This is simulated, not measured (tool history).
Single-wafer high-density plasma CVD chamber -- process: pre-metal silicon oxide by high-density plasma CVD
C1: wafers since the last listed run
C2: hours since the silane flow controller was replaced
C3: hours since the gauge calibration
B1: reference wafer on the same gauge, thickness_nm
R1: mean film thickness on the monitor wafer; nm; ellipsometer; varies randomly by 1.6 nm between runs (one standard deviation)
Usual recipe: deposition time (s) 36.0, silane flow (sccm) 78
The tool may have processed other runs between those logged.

Run 1, hour 0.0: usual settings; C1 0; C2 3734.7; C3 226.9; B1 286.811. Result: R1 314.246 nm.
Run 2, hour 39.0: usual settings; C1 522; C2 3773.7; C3 265.9; B1 286.860. Result: R1 313.664 nm.
Run 3, hour 67.5: usual settings; C1 382; C2 3802.2; C3 294.4; B1 286.533. Result: R1 313.669 nm.
Run 4, hour 92.8: usual settings; C1 339; C2 3827.5; C3 319.7; B1 286.861. Result: R1 314.876 nm.
Run 5, hour 120.5: usual settings; C1 371; C2 3855.2; C3 347.4; B1 286.858. Result: R1 309.237 nm.
Run 6, hour 174.1: usual settings; C1 718; C2 3908.8; C3 401.0; B1 286.658. Result: R1 313.793 nm.
Run 7, hour 231.7: usual settings but deposition time (s) 40.6, silane flow (sccm) 86; C1 772; C2 3966.4; C3 458.6; B1 286.639. Result: R1 389.998 nm.
Run 8, hour 287.9: usual settings but deposition time (s) 40.6, silane flow (sccm) 86; C1 753; C2 4022.6; C3 514.8; B1 286.549. Result: R1 392.636 nm.
Run 9, hour 324.8: usual settings but deposition time (s) 40.6, silane flow (sccm) 86; C1 494; C2 4059.5; C3 551.7; B1 287.173. Result: R1 393.349 nm.
Run 10, hour 370.1: usual settings; C1 607; C2 4104.8; C3 597.0; B1 286.490. Result: R1 317.751 nm.
Run 11, hour 396.3: usual settings but silane flow (sccm) 88; C1 351; C2 4131.0; C3 623.2; B1 287.230. Result: R1 358.308 nm.
Run 12, hour 570.3: usual settings but silane flow (sccm) 88; C1 2332; C2 4305.0; C3 797.2; B1 287.173. Result: R1 359.473 nm.
Run 13, hour 606.3: usual settings but deposition time (s) 32.3; C1 482; C2 4341.0; C3 833.2; B1 287.079. Result: R1 285.203 nm.
Run 14, hour 664.1: usual settings; C1 774; C2 4398.8; C3 891.0; B1 287.234. Result: R1 316.835 nm.
Run 15, hour 699.8: usual settings; C1 478; C2 4434.5; C3 926.7; B1 287.206. Result: R1 316.584 nm.
Run 16, hour 727.3: usual settings; C1 368; C2 4462.0; C3 954.2; B1 287.052. Result: R1 316.675 nm.
Run 17, hour 787.7: usual settings; C1 809; C2 4522.4; C3 1014.6; B1 287.285. Result: R1 318.237 nm.
Run 18, hour 822.6: usual settings but deposition time (s) 38.4; C1 467; C2 4557.3; C3 1049.5; B1 287.026. Result: R1 341.087 nm.
Run 19, hour 862.3: usual settings but deposition time (s) 38.4; C1 532; C2 4597.0; C3 1089.2; B1 287.241. Result: R1 340.913 nm.
Run 20, hour 894.2: usual settings but deposition time (s) 38.4; C1 427; C2 4628.9; C3 1121.1; B1 286.749. Result: R1 341.105 nm.
Run 21, hour 922.3: usual settings; C1 376; C2 4657.0; C3 1149.2; B1 287.084. Result: R1 321.329 nm.
Run 22, hour 951.4: usual settings but silane flow (sccm) 87; C1 390; C2 4686.1; C3 1178.3; B1 287.599. Result: R1 356.613 nm.
Run 23, hour 994.0: usual settings; C1 571; C2 4728.7; C3 1220.9; B1 286.794. Result: R1 320.437 nm.
Run 24, hour 1063.3: usual settings; C1 929; C2 4798.0; C3 1290.2; B1 286.769. Result: R1 321.292 nm.
Run 25, hour 1090.0: usual settings but deposition time (s) 42.6, silane flow (sccm) 70; C1 357; C2 4824.7; C3 1316.9; B1 287.201. Result: R1 341.353 nm.
Run 26, hour 1115.4: usual settings but deposition time (s) 38.6; C1 340; C2 4850.1; C3 1342.3; B1 286.931. Result: R1 344.583 nm.
Run 27, hour 1164.5: usual settings; C1 658; C2 4899.2; C3 1391.4; B1 286.764. Result: R1 322.338 nm.
At hour 1170.6: gauge calibrated.
Run 28, hour 1188.9: usual settings but silane flow (sccm) 86; C1 327; C2 4923.6; C3 18.3; B1 287.062. Result: R1 355.929 nm.
Run 29, hour 1246.8: usual settings but deposition time (s) 29.8, silane flow (sccm) 64; C1 776; C2 4981.5; C3 76.2; B1 286.707. Result: R1 219.390 nm.
Run 30, hour 1300.6: usual settings but deposition time (s) 29.3, silane flow (sccm) 73; C1 721; C2 5035.3; C3 130.0; B1 287.762. Result: R1 245.341 nm.
At hour 1369.3: silane flow controller replaced.
Run 31, hour 1369.8: usual settings but deposition time (s) 33.5, silane flow (sccm) 69; C1 820; C2 0.5; C3 199.2; B1 286.190. Result: R1 246.930 nm.
Run 32, hour 1415.4: usual settings; C1 611; C2 46.1; C3 244.8; B1 287.090. Result: R1 300.610 nm.
Run 33, hour 1471.9: usual settings but deposition time (s) 42.3, silane flow (sccm) 91; C1 757; C2 102.6; C3 301.3; B1 286.826. Result: R1 409.998 nm.
Run 34, hour 1527.2: usual settings but silane flow (sccm) 87; C1 741; C2 157.9; C3 356.6; B1 286.647. Result: R1 333.910 nm.
Run 35, hour 1570.3: usual settings; C1 577; C2 201.0; C3 399.7; B1 287.074. Result: R1 301.038 nm.

What does the tool deliver on the next run?
Run 36, hour 1610.2: usual settings but silane flow (sccm) 84; C1 534; C2 240.9; C3 439.6; B1 ?. Result: R1 ?.

{"run 36": {"B1": 287.81, "R1": 322.051}}
Without the tool's hidden state the same run would have given R1 322.004 nm.
